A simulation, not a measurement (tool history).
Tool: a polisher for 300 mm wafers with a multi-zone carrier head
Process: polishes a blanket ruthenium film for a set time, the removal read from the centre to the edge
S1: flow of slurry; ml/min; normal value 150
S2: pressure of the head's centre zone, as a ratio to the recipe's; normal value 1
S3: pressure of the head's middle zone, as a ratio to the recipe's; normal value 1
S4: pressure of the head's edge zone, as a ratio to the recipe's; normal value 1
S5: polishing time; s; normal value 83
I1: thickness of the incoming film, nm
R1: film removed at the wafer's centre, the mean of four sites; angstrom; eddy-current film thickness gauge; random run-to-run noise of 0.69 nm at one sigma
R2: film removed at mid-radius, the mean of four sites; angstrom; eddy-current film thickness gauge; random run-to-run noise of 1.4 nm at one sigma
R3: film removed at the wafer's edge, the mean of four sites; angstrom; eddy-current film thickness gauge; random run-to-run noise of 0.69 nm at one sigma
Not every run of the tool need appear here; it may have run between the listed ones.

run 1 hour=0 | S1=150 S2=1 S3=1 S4=1 S5=83 | I1=446.2 | R1=1028 R2=1024 R3=1024
run 2 hour=36.4 | S1=150 S2=1 S3=1 S4=1 S5=83 | I1=443.1 | R1=1025 R2=987 R3=1025
-- hour=50 slurry nozzle cleaned
-- hour=91.9 worn pad replaced by a new one
run 3 hour=121.8 | S1=150 S2=1 S3=1 S4=1 S5=83 | I1=451.7 | R1=1100 R2=1079 R3=1110
-- hour=147.2 centre zone pressure recalibrated
run 4 hour=217.1 | S1=150 S2=1 S3=1 S4=1 S5=83 | I1=451.9 | R1=1087 R2=1077 R3=1081
run 5 hour=288.1 | S1=150 S2=1.09 S3=1 S4=1 S5=76 | I1=449.8 | R1=1061 R2=967 R3=987
run 6 hour=368.1 | S1=150 S2=1.11 S3=1 S4=1 S5=83 | I1=454.2 | R1=1161 R2=1028 R3=1056
run 7 hour=449.4 | S1=150 S2=1 S3=1 S4=1 S5=83 | I1=449.7 | R1=1053 R2=1026 R3=1045
-- hour=464.6 edge zone pressure recalibrated
run 8 hour=516 | S1=150 S2=1 S3=1 S4=1 S5=83 | I1=452.8 | R1=1033 R2=1023 R3=1027
run 9 hour=558.8 | S1=150 S2=1.08 S3=1.05 S4=1.09 S5=83 | I1=443.1 | R1=1113 R2=1048 R3=1068
-- hour=568.7 worn pad replaced by a new one
run 10 hour=630.1 | S1=150 S2=1 S3=1 S4=1 S5=83 | I1=451.4 | R1=1086 R2=1071 R3=1080
run 11 hour=682.2 | S1=150 S2=1.11 S3=0.88 S4=1.03 S5=94 | I1=455.1 | R1=1340 R2=1058 R3=1237
-- hour=691.2 slurry nozzle cleaned
run 12 hour=778.8 | S1=110 S2=1 S3=1.06 S4=1.04 S5=106 | I1=454.2 | R1=1246 R2=1304 R3=1299
run 13 hour=833.7 | S1=150 S2=1.07 S3=1 S4=1 S5=104 | I1=443.8 | R1=1412 R2=1309 R3=1319
-- hour=958.8 edge zone pressure recalibrated
run 14 hour=1075.6 | S1=150 S2=1 S3=1 S4=1 S5=73 | I1=444.2 | R1=880 R2=861 R3=874
-- hour=1094.2 worn pad replaced by a new one
run 15 hour=1125.6 | S1=150 S2=1 S3=1 S4=1 S5=83 | I1=451.6 | R1=1096 R2=1081 R3=1097
run 16 hour=1225.4 | S1=195 S2=1 S3=0.95 S4=1 S5=83 | I1=447.4 | R1=1135 R2=1090 R3=1120
-- hour=1251.1 slurry nozzle cleaned
run 17 hour=1322.4 | S1=150 S2=1.05 S3=1 S4=0.9 S5=69 | I1=456.6 | R1=923 R2=877 R3=841
run 18 hour=1397.3 | S1=150 S2=0.88 S3=1 S4=1 S5=83 | I1=451.7 | R1=914 R2=1057 R3=1039
-- hour=1425.8 centre zone pressure recalibrated
-- hour=1428.5 edge zone pressure recalibrated
run 19 hour=1443.6 | S1=200 S2=1 S3=1.04 S4=1 S5=83 | I1=456.1 | R1=1098 R2=1109 R3=1061
-- hour=1528.4 carrier head's membrane replaced by a new one
run 20 hour=1548.9 | S1=150 S2=1 S3=1.12 S4=1.05 S5=58 | I1=447.5 | R1=712 R2=771 R3=728
-- hour=1625.4 worn pad replaced by a new one
run 21 hour=1625.9 | S1=125 S2=1.05 S3=1 S4=1 S5=106 | I1=444.5 | R1=1414 R2=1306 R3=1369

Below are 5 alternative next runs, each starting from the tool's condition after run 21. Predict each:
run A hour=1626.3 | S1=150 S2=1 S3=1.09 S4=1 S5=83 | I1=458.1 | R1=? R2=? R3=?
run B hour=1626.3 | S1=150 S2=1 S3=1 S4=1.06 S5=83 | I1=458.1 | R1=? R2=? R3=?
run C hour=1626.3 | S1=150 S2=1.09 S3=1 S4=1 S5=96 | I1=458.1 | R1=? R2=? R3=?
run D hour=1626.3 | S1=180 S2=1 S3=1.07 S4=0.92 S5=83 | I1=458.1 | R1=? R2=? R3=?
run E hour=1626.3 | S1=195 S2=1 S3=1 S4=1 S5=83 | I1=458.1 | R1=? R2=? R3=?

run=A R1=1114 R2=1165 R3=1097
run=B R1=1113 R2=1083 R3=1130
run=C R1=1404 R2=1252 R3=1271
run=D R1=1158 R2=1188 R3=1082
run=E R1=1175 R2=1136 R3=1138
Without the tool's hidden state the same runs would have given:
run=A R1=1118 R2=1169 R3=1101
run=B R1=1117 R2=1087 R3=1134
run=C R1=1409 R2=1256 R3=1275
run=D R1=1162 R2=1192 R3=1086
run=E R1=1179 R2=1140 R3=1142
